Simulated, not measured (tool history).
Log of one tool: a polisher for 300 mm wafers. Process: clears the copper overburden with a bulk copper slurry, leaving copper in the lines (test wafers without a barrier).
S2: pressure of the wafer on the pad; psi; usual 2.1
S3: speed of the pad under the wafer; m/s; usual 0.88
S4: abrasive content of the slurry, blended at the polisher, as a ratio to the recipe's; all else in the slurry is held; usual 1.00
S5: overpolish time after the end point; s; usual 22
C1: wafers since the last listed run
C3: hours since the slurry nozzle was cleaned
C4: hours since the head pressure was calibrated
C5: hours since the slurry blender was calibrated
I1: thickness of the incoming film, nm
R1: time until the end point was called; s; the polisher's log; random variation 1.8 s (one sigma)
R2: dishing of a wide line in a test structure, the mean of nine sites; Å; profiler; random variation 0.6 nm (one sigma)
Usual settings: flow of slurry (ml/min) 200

run 1 hour=0.0 | flow_of_slurry_(ml/min)=200 S2=2.1 S3=0.88 S4=1.00 S5=22 | C1=0 wafers_polished_on_this_pad=582 C3=136.6 C4=824.4 C5=89.3 | I1=698.5 | R1=116.8 R2=314
run 2 hour=39.7 | flow_of_slurry_(ml/min)=200 S2=2.1 S3=0.88 S4=1.00 S5=22 | C1=256 wafers_polished_on_this_pad=839 C3=176.3 C4=864.1 C5=129.0 | I1=725.8 | R1=122.2 R2=298
run 3 hour=70.3 | flow_of_slurry_(ml/min)=200 S2=2.1 S3=0.88 S4=1.00 S5=22 | C1=197 wafers_polished_on_this_pad=1036 C3=206.9 C4=894.7 C5=159.6 | I1=704.6 | R1=119.1 R2=311
run 4 hour=122.5 | flow_of_slurry_(ml/min)=200 S2=1.8 S3=0.88 S4=1.00 S5=28 | C1=337 wafers_polished_on_this_pad=1374 C3=259.1 C4=946.9 C5=211.8 | I1=719.5 | R1=139.4 R2=308
-- hour=128.8 slurry blender recalibrated
-- hour=136.3 slurry nozzle cleaned
-- hour=142.0 worn pad replaced by a new one
run 5 hour=157.1 | flow_of_slurry_(ml/min)=200 S2=2.1 S3=1.00 S4=1.00 S5=22 | C1=178 wafers_polished_on_this_pad=97 C3=20.8 C4=981.5 C5=28.3 | I1=721.8 | R1=104.8 R2=325
run 6 hour=191.9 | flow_of_slurry_(ml/min)=200 S2=2.1 S3=1.00 S4=1.00 S5=22 | C1=225 wafers_polished_on_this_pad=322 C3=55.6 C4=1016.3 C5=63.1 | I1=711.6 | R1=103.1 R2=313
run 7 hour=235.9 | flow_of_slurry_(ml/min)=200 S2=2.1 S3=1.00 S4=1.00 S5=22 | C1=284 wafers_polished_on_this_pad=607 C3=99.6 C4=1060.3 C5=107.1 | I1=705.9 | R1=106.0 R2=323
run 8 hour=303.0 | flow_of_slurry_(ml/min)=200 S2=2.6 S3=0.88 S4=1.00 S5=22 | C1=433 wafers_polished_on_this_pad=1041 C3=166.7 C4=1127.4 C5=174.2 | I1=714.3 | R1=97.3 R2=326
-- hour=342.9 head pressure recalibrated
-- hour=351.2 worn pad replaced by a new one
run 9 hour=351.7 | flow_of_slurry_(ml/min)=200 S2=2.6 S3=0.88 S4=1.00 S5=22 | C1=276 wafers_polished_on_this_pad=3 C3=215.4 C4=8.8 C5=222.9 | I1=716.8 | R1=98.0 R2=330
-- hour=360.6 slurry blender recalibrated
run 10 hour=387.3 | flow_of_slurry_(ml/min)=200 S2=2.1 S3=0.88 S4=1.00 S5=30 | C1=217 wafers_polished_on_this_pad=220 C3=251.0 C4=44.4 C5=26.7 | I1=717.9 | R1=120.9 R2=330
-- hour=399.6 slurry nozzle cleaned
run 11 hour=414.2 | flow_of_slurry_(ml/min)=200 S2=2.1 S3=0.88 S4=1.00 S5=30 | C1=167 wafers_polished_on_this_pad=388 C3=14.6 C4=71.3 C5=53.6 | I1=716.7 | R1=119.9 R2=325
run 12 hour=450.1 | flow_of_slurry_(ml/min)=200 S2=1.9 S3=0.88 S4=1.00 S5=22 | C1=232 wafers_polished_on_this_pad=620 C3=50.5 C4=107.2 C5=89.5 | I1=719.3 | R1=131.7 R2=301
run 13 hour=502.6 | flow_of_slurry_(ml/min)=200 S2=1.9 S3=0.88 S4=1.00 S5=22 | C1=339 wafers_polished_on_this_pad=959 C3=103.0 C4=159.7 C5=142.0 | I1=712.0 | R1=132.3 R2=295
run 14 hour=536.8 | flow_of_slurry_(ml/min)=140 S2=2.5 S3=0.88 S4=1.15 S5=16 | C1=221 wafers_polished_on_this_pad=1180 C3=137.2 C4=193.9 C5=176.2 | I1=726.5 | R1=107.9 R2=305
-- hour=561.3 worn pad replaced by a new one
-- hour=567.2 slurry blender recalibrated
run 15 hour=596.6 | flow_of_slurry_(ml/min)=200 S2=2.1 S3=0.88 S4=1.00 S5=22 | C1=347 wafers_polished_on_this_pad=215 C3=197.0 C4=253.7 C5=29.4 | I1=709.9 | R1=118.0 R2=305
run 16 hour=652.7 | flow_of_slurry_(ml/min)=200 S2=2.1 S3=0.88 S4=1.00 S5=22 | C1=362 wafers_polished_on_this_pad=578 C3=253.1 C4=309.8 C5=85.5 | I1=712.3 | R1=122.4 R2=323
-- hour=663.7 slurry nozzle cleaned
run 17 hour=682.9 | flow_of_slurry_(ml/min)=200 S2=1.9 S3=0.88 S4=1.00 S5=22 | C1=188 wafers_polished_on_this_pad=767 C3=19.2 C4=340.0 C5=115.7 | I1=724.8 | R1=137.2 R2=298
run 18 hour=707.2 | flow_of_slurry_(ml/min)=155 S2=2.1 S3=0.74 S4=0.90 S5=10 | C1=157 wafers_polished_on_this_pad=924 C3=43.5 C4=364.3 C5=140.0 | I1=711.7 | R1=148.4 R2=210
run 19 hour=749.9 | flow_of_slurry_(ml/min)=200 S2=2.1 S3=0.88 S4=1.00 S5=22 | C1=276 wafers_polished_on_this_pad=1200 C3=86.2 C4=407.0 C5=182.7 | I1=709.5 | R1=119.7 R2=321
-- hour=765.6 slurry blender recalibrated
-- hour=792.7 worn pad replaced by a new one
run 20 hour=795.7 | flow_of_slurry_(ml/min)=225 S2=2.1 S3=0.88 S4=1.25 S5=17 | C1=257 wafers_polished_on_this_pad=19 C3=132.0 C4=452.8 C5=30.1 | I1=714.7 | R1=111.3 R2=290
run 21 hour=854.1 | flow_of_slurry_(ml/min)=200 S2=2.1 S3=0.88 S4=1.00 S5=15 | C1=377 wafers_polished_on_this_pad=397 C3=190.4 C4=511.2 C5=88.5 | I1=725.1 | R1=120.7 R2=289
run 22 hour=880.9 | flow_of_slurry_(ml/min)=135 S2=2.1 S3=0.88 S4=1.00 S5=22 | C1=173 wafers_polished_on_this_pad=570 C3=217.2 C4=538.0 C5=115.3 | I1=720.1 | R1=128.4 R2=309
run 23 hour=924.5 | flow_of_slurry_(ml/min)=200 S2=2.1 S3=0.88 S4=1.00 S5=14 | C1=281 wafers_polished_on_this_pad=852 C3=260.8 C4=581.6 C5=158.9 | I1=701.7 | R1=120.6 R2=270
-- hour=935.9 slurry nozzle cleaned
run 24 hour=956.3 | flow_of_slurry_(ml/min)=200 S2=2.1 S3=1.06 S4=1.10 S5=16 | C1=199 wafers_polished_on_this_pad=1051 C3=20.4 C4=613.4 C5=190.7 | I1=723.0 | R1=99.6 R2=303
-- hour=998.8 slurry blender recalibrated
-- hour=999.0 worn pad replaced by a new one
run 25 hour=1006.5 | flow_of_slurry_(ml/min)=200 S2=2.1 S3=0.88 S4=1.00 S5=22 | C1=310 wafers_polished_on_this_pad=48 C3=70.6 C4=663.6 C5=7.7 | I1=712.7 | R1=116.5 R2=313
run 26 hour=1058.3 | flow_of_slurry_(ml/min)=200 S2=1.8 S3=0.88 S4=1.00 S5=35 | C1=334 wafers_polished_on_this_pad=383 C3=122.4 C4=715.4 C5=59.5 | I1=715.5 | R1=141.3 R2=317

4 ways to go on from here, each from the tool as it stands after run 26. What would each give?
run A hour=1058.8 | flow_of_slurry_(ml/min)=200 S2=2.1 S3=0.88 S4=0.80 S5=22 | C1=3 wafers_polished_on_this_pad=386 C3=122.9 C4=715.9 C5=60.0 | I1=722.4 | R1=? R2=?
run B hour=1058.8 | flow_of_slurry_(ml/min)=200 S2=2.1 S3=0.98 S4=1.00 S5=22 | C1=3 wafers_polished_on_this_pad=386 C3=122.9 C4=715.9 C5=60.0 | I1=722.4 | R1=? R2=?
run C hour=1058.8 | flow_of_slurry_(ml/min)=200 S2=2.6 S3=0.88 S4=1.00 S5=25 | C1=3 wafers_polished_on_this_pad=386 C3=122.9 C4=715.9 C5=60.0 | I1=722.4 | R1=? R2=?
run D hour=1058.8 | flow_of_slurry_(ml/min)=155 S2=2.1 S3=1.14 S4=1.00 S5=22 | C1=3 wafers_polished_on_this_pad=386 C3=122.9 C4=715.9 C5=60.0 | I1=722.4 | R1=? R2=?

run=A R1=125.1 R2=308
run=B R1=109.0 R2=316
run=C R1=99.2 R2=333
run=D R1=97.8 R2=321
Without the tool's hidden state the same runs would have given:
run=A R1=125.1 R2=308
run=B R1=109.0 R2=316
run=C R1=99.2 R2=333
run=D R1=97.8 R2=321
